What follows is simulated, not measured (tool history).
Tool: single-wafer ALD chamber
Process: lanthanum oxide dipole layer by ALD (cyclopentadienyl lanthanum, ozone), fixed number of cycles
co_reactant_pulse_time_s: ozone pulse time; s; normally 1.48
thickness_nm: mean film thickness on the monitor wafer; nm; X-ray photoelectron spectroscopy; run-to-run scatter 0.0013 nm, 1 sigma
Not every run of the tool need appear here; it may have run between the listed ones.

run    day  co_reactant_pulse_time_s  wafers since the last listed run  hours since the last thermocouple change  hours since the last ozone generator service  hours since the showerhead was replaced  hours since the gauge calibration  read-back reference wafer on the same gauge, thickness_nm  thickness_nm
  1  0.000                      1.48                                 0                                    1749.1                                         749.4                                   2949.9                               61.6                                                      0.447         0.486
  2  0.538                      1.48                               301                                    1762.0                                         762.3                                   2962.8                               74.5                                                      0.447         0.489
  3  0.942                      1.48                               226                                    1771.7                                         772.0                                   2972.5                               84.2                                                      0.447         0.489
  4  1.667                      1.48                               406                                    1789.1                                         789.4                                   2989.9                              101.6                                                      0.447         0.486
  5  1.929                      1.48                               147                                    1795.4                                         795.7                                   2996.2                              107.9                                                      0.447         0.487
  6  2.592                      1.72                               371                                    1811.3                                         811.6                                   3012.1                              123.8                                                      0.447         0.503
  7  3.079                      1.77                               273                                    1823.0                                         823.3                                   3023.8                              135.5                                                      0.447         0.508
  8  3.788                      1.77                               397                                    1840.0                                         840.3                                   3040.8                              152.5                                                      0.447         0.508
  9  4.358                      1.77                               320                                    1853.7                                         854.0                                   3054.5                              166.2                                                      0.447         0.507
 10  4.829                      1.48                               264                                    1865.0                                         865.3                                   3065.8                              177.5                                                      0.447         0.486
 11  5.079                      1.48                               140                                    1871.0                                         871.3                                   3071.8                              183.5                                                      0.447         0.486
 12  5.692                      1.48                               343                                    1885.7                                         886.0                                   3086.5                              198.2                                                      0.447         0.485
 13  6.300                      1.36                               341                                    1900.3                                         900.6                                   3101.1                              212.8                                                      0.447         0.475
 14  6.654                      1.48                               198                                    1908.8                                         909.1                                   3109.6                              221.3                                                      0.447         0.488
 15  7.179                      1.48                               294                                    1921.4                                         921.7                                   3122.2                              233.9                                                      0.447         0.485
 16  8.375                      1.48                               670                                    1950.1                                         950.4                                   3150.9                              262.6                                                      0.447         0.485
 17  9.062                      2.02                               385                                    1966.6                                         966.9                                   3167.4                              279.1                                                      0.447         0.517

What does the tool deliver on the next run?
 18  9.767                      1.48                               394                                    1983.5                                         983.8                                   3184.3                              296.0                                                          ?             ?

read-back reference wafer on the same gauge, thickness_nm: 0.447
thickness_nm: 0.484 nm
With no hidden state in the tool, this same run would have given thickness_nm 0.511 nm.
